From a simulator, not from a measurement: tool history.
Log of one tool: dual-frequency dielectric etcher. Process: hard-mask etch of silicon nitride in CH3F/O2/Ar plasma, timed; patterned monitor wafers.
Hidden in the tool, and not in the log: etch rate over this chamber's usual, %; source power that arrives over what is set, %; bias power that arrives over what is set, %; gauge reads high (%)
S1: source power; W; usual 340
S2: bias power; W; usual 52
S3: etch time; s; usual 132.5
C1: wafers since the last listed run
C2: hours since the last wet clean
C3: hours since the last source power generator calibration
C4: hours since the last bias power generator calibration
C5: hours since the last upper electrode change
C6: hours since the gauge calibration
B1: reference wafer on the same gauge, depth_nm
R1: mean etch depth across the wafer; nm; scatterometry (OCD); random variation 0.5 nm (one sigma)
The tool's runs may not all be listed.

run 1 hour=0 | S1=340 S2=52 S3=132.5 | C1=0 C2=402.4 C3=1347.1 C4=1141.8 C5=4811 C6=499.1 | B1=75.7 | R1=72.1
-- hour=38 wet clean of the chamber
run 2 hour=38.5 | S1=340 S2=52 S3=132.5 | C1=161 C2=0.5 C3=1385.6 C4=1180.3 C5=4849.5 C6=537.6 | B1=76 | R1=70.6
run 3 hour=38.9 | S1=340 S2=52 S3=132.5 | C1=4 C2=0.9 C3=1386 C4=1180.7 C5=4849.9 C6=538 | B1=75.7 | R1=71.2
-- hour=78.8 upper electrode replaced
run 4 hour=79.3 | S1=340 S2=52 S3=132.5 | C1=182 C2=41.3 C3=1426.4 C4=1221.1 C5=0.5 C6=578.4 | B1=75.9 | R1=69.4
run 5 hour=79.6 | S1=340 S2=52 S3=132.5 | C1=3 C2=41.6 C3=1426.7 C4=1221.4 C5=0.8 C6=578.7 | B1=75.8 | R1=70.2
run 6 hour=101.8 | S1=290 S2=52 S3=170 | C1=246 C2=63.8 C3=1448.9 C4=1243.6 C5=23 C6=600.9 | B1=75.8 | R1=85.3
run 7 hour=114 | S1=340 S2=52 S3=161 | C1=135 C2=76 C3=1461.1 C4=1255.8 C5=35.2 C6=613.1 | B1=75.9 | R1=85.1
run 8 hour=127.5 | S1=340 S2=52 S3=132.5 | C1=149 C2=89.5 C3=1474.6 C4=1269.3 C5=48.7 C6=626.6 | B1=76 | R1=70.4
run 9 hour=153 | S1=340 S2=52 S3=132.5 | C1=283 C2=115 C3=1500.1 C4=1294.8 C5=74.2 C6=652.1 | B1=75.8 | R1=70.1
run 10 hour=179.4 | S1=270 S2=56 S3=148.5 | C1=293 C2=141.4 C3=1526.5 C4=1321.2 C5=100.6 C6=678.5 | B1=75.7 | R1=73
run 11 hour=199.4 | S1=370 S2=41 S3=132.5 | C1=222 C2=161.4 C3=1546.5 C4=1341.2 C5=120.6 C6=698.5 | B1=75.8 | R1=67.9
run 12 hour=213.4 | S1=290 S2=62 S3=119 | C1=155 C2=175.4 C3=1560.5 C4=1355.2 C5=134.6 C6=712.5 | B1=75.7 | R1=62.7
-- hour=228.2 source power generator calibrated
run 13 hour=228.7 | S1=340 S2=63 S3=132.5 | C1=125 C2=190.7 C3=0.5 C4=1370.5 C5=149.9 C6=727.8 | B1=75.9 | R1=74.7
run 14 hour=245.6 | S1=280 S2=52 S3=114.5 | C1=187 C2=207.6 C3=17.4 C4=1387.4 C5=166.8 C6=744.7 | B1=75.8 | R1=55.9
-- hour=257.7 bias power generator calibrated
-- hour=277.2 wet clean of the chamber, repeated, since the last time left the tool worse
run 15 hour=277.7 | S1=300 S2=39 S3=167 | C1=95 C2=0.5 C3=49.5 C4=20 C5=198.9 C6=776.8 | B1=75.7 | R1=81
run 16 hour=291.8 | S1=340 S2=52 S3=108.5 | C1=156 C2=14.6 C3=63.6 C4=34.1 C5=213 C6=790.9 | B1=75.9 | R1=61.1
-- hour=316.5 gauge calibrated
run 17 hour=324.6 | S1=340 S2=52 S3=132.5 | C1=364 C2=47.4 C3=96.4 C4=66.9 C5=245.8 C6=8.1 | B1=75.8 | R1=74.7
run 18 hour=338.5 | S1=400 S2=44 S3=132.5 | C1=154 C2=61.3 C3=110.3 C4=80.8 C5=259.7 C6=22 | B1=75.9 | R1=76
run 19 hour=358.1 | S1=290 S2=52 S3=170 | C1=217 C2=80.9 C3=129.9 C4=100.4 C5=279.3 C6=41.6 | B1=75.9 | R1=89.5
run 20 hour=379.4 | S1=280 S2=64 S3=115.5 | C1=236 C2=102.2 C3=151.2 C4=121.7 C5=300.6 C6=62.9 | B1=75.8 | R1=64.6
run 21 hour=414.5 | S1=340 S2=45 S3=157.5 | C1=389 C2=137.3 C3=186.3 C4=156.8 C5=335.7 C6=98 | B1=75.8 | R1=83.9
run 22 hour=437.9 | S1=340 S2=52 S3=167.5 | C1=259 C2=160.7 C3=209.7 C4=180.2 C5=359.1 C6=121.4 | B1=75.7 | R1=93
run 23 hour=458.1 | S1=260 S2=42 S3=101 | C1=224 C2=180.9 C3=229.9 C4=200.4 C5=379.3 C6=141.6 | B1=75.8 | R1=47
run 24 hour=484.1 | S1=310 S2=56 S3=144.5 | C1=288 C2=206.9 C3=255.9 C4=226.4 C5=405.3 C6=167.6 | B1=75.8 | R1=80.1
run 25 hour=498.1 | S1=380 S2=52 S3=132.5 | C1=155 C2=220.9 C3=269.9 C4=240.4 C5=419.3 C6=181.6 | B1=75.8 | R1=77.5
run 26 hour=514.3 | S1=290 S2=52 S3=108 | C1=179 C2=237.1 C3=286.1 C4=256.6 C5=435.5 C6=197.8 | B1=75.9 | R1=55.3
run 27 hour=541.2 | S1=270 S2=43 S3=112 | C1=298 C2=264 C3=313 C4=283.5 C5=462.4 C6=224.7 | B1=75.8 | R1=53.1
run 28 hour=560.3 | S1=260 S2=42 S3=113.5 | C1=212 C2=283.1 C3=332.1 C4=302.6 C5=481.5 C6=243.8 | B1=75.8 | R1=52.3
run 29 hour=572.7 | S1=310 S2=44 S3=97.5 | C1=137 C2=295.5 C3=344.5 C4=315 C5=493.9 C6=256.2 | B1=75.8 | R1=48.6

Measured less the same run without the tool's hidden state. The same run-to-run variation is in both; the gauge's scatter may not be:
run=1 R1=-2.3
run=2 R1=-4
run=3 R1=-4
run=4 R1=-4.1
run=5 R1=-4.1
run=6 R1=-5.2
run=7 R1=-5.3
run=8 R1=-4.4
run=9 R1=-4.6
run=10 R1=-4.9
run=11 R1=-4.7
run=12 R1=-4.4
run=13 R1=-5.2
run=14 R1=-4
run=15 R1=+0.2
run=16 R1=+0.1
run=17 R1=-0.1
run=18 R1=-0.1
run=19 R1=-0.3
run=20 R1=-0.2
run=21 R1=-0.6
run=22 R1=-0.8
run=23 R1=-0.5
run=24 R1=-0.9
run=25 R1=-1
run=26 R1=-0.7
run=27 R1=-0.8
run=28 R1=-0.9
run=29 R1=-0.9
